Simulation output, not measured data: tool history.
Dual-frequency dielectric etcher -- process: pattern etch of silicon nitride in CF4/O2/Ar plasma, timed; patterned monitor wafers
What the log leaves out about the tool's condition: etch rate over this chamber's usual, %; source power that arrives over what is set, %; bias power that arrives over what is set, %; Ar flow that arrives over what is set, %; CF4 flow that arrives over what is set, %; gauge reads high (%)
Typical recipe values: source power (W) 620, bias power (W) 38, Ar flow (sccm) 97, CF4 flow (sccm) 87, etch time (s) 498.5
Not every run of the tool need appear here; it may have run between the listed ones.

run,hour,source power (W),bias power (W),Ar flow (sccm),CF4 flow (sccm),etch time (s),wafers since the last listed run,hours since the last wet clean,hours since the last source power generator calibration,hours since the last bias power generator calibration,hours since the last Ar flow controller change,hours since the last CF4 flow controller change,hours since the last upper electrode change,hours since the gauge calibration,"read-back reference wafer on the same gauge, depth_nm",mean etch depth across the wafer (Å)
1,0.0,620,38,97,87,498.5,0,234.0,850.9,1577.0,4046.4,3415.8,4590.4,370.7,1089.2,10155
2,36.7,620,38,97,87,498.5,93,270.7,887.6,1613.7,4083.1,3452.5,4627.1,407.4,1087.9,10133
3,107.0,620,33,103,87,498.5,178,341.0,957.9,1684.0,4153.4,3522.8,4697.4,477.7,1090.0,9505
4,172.9,620,33,103,87,498.5,167,406.9,1023.8,1749.9,4219.3,3588.7,4763.3,543.6,1089.1,9498
# hour 231.8: wet clean of the chamber
5,351.0,620,33,103,87,498.5,391,119.2,1201.9,1928.0,4397.4,3766.8,4941.4,721.7,1089.9,9495
6,385.8,620,38,97,87,498.5,88,154.0,1236.7,1962.8,4432.2,3801.6,4976.2,756.5,1089.2,10204
7,445.2,540,43,97,87,498.5,151,213.4,1296.1,2022.2,4491.6,3861.0,5035.6,815.9,1088.8,9426
# hour 480.1: upper electrode replaced
8,502.1,540,43,97,87,498.5,83,270.3,1353.0,2079.1,4548.5,3917.9,22.0,872.8,1088.2,9313
9,549.0,540,43,97,87,498.5,119,317.2,1399.9,2126.0,4595.4,3964.8,68.9,919.7,1089.7,9470
10,607.7,620,38,97,87,498.5,149,375.9,1458.6,2184.7,4654.1,4023.5,127.6,978.4,1089.4,10262
11,633.4,620,46,76,104,498.5,65,401.6,1484.3,2210.4,4679.8,4049.2,153.3,1004.1,1088.9,11796
# hour 664.2: wet clean of the chamber
12,667.7,620,38,97,87,435.5,26,3.5,1518.6,2244.7,4714.1,4083.5,187.6,1038.4,1090.6,8953
# hour 677.7: bias power generator calibrated
13,729.8,560,28,103,87,498.5,147,65.6,1580.7,52.1,4776.2,4145.6,249.7,1100.5,1088.9,8078
# hour 742.2: CF4 flow controller replaced
14,763.7,620,38,97,87,498.5,70,99.5,1614.6,86.0,4810.1,21.5,283.6,1134.4,1090.1,10321
# hour 764.1: gauge calibrated
# hour 788.6: source power generator calibrated
# hour 794.7: Ar flow controller replaced
15,814.7,620,41,97,87,498.5,104,150.5,26.1,137.0,20.0,72.5,334.6,50.6,1088.9,10175
16,879.3,620,41,97,103,498.5,164,215.1,90.7,201.6,84.6,137.1,399.2,115.2,1088.8,10347
17,927.0,770,45,87,108,498.5,121,262.8,138.4,249.3,132.3,184.8,446.9,162.9,1087.9,13627
18,979.5,620,38,118,87,498.5,133,315.3,190.9,301.8,184.8,237.3,499.4,215.4,1090.0,9539
19,1041.9,680,33,97,87,498.5,158,377.7,253.3,364.2,247.2,299.7,561.8,277.8,1088.1,10375
# hour 1113.2: wet clean of the chamber
20,1113.7,620,38,87,87,601.5,121,0.5,325.1,436.0,319.0,371.5,633.6,349.6,1089.0,12510

Each row is a separate what-if for the run after 20, all from the same tool condition, not one after another. Results?
A,1114.3,620,46,97,87,498.5,1,1.1,325.7,436.6,319.6,372.1,634.2,350.2,?,?
B,1114.3,620,38,108,87,498.5,1,1.1,325.7,436.6,319.6,372.1,634.2,350.2,?,?
C,1114.3,620,44,97,76,498.5,1,1.1,325.7,436.6,319.6,372.1,634.2,350.2,?,?
D,1114.3,620,31,97,104,498.5,1,1.1,325.7,436.6,319.6,372.1,634.2,350.2,?,?
E,1114.3,530,38,97,87,498.5,1,1.1,325.7,436.6,319.6,372.1,634.2,350.2,?,?

run,"read-back reference wafer on the same gauge, depth_nm",mean etch depth across the wafer (Å)
A,1089.6,11000
B,1089.6,9910
C,1089.6,10678
D,1089.6,9484
E,1089.6,8710
Take away the tool's hidden state, keep each run's random variation, and the runs would have read:
run,mean etch depth across the wafer (Å)
A,10659
B,9601
C,10347
D,9184
E,8438
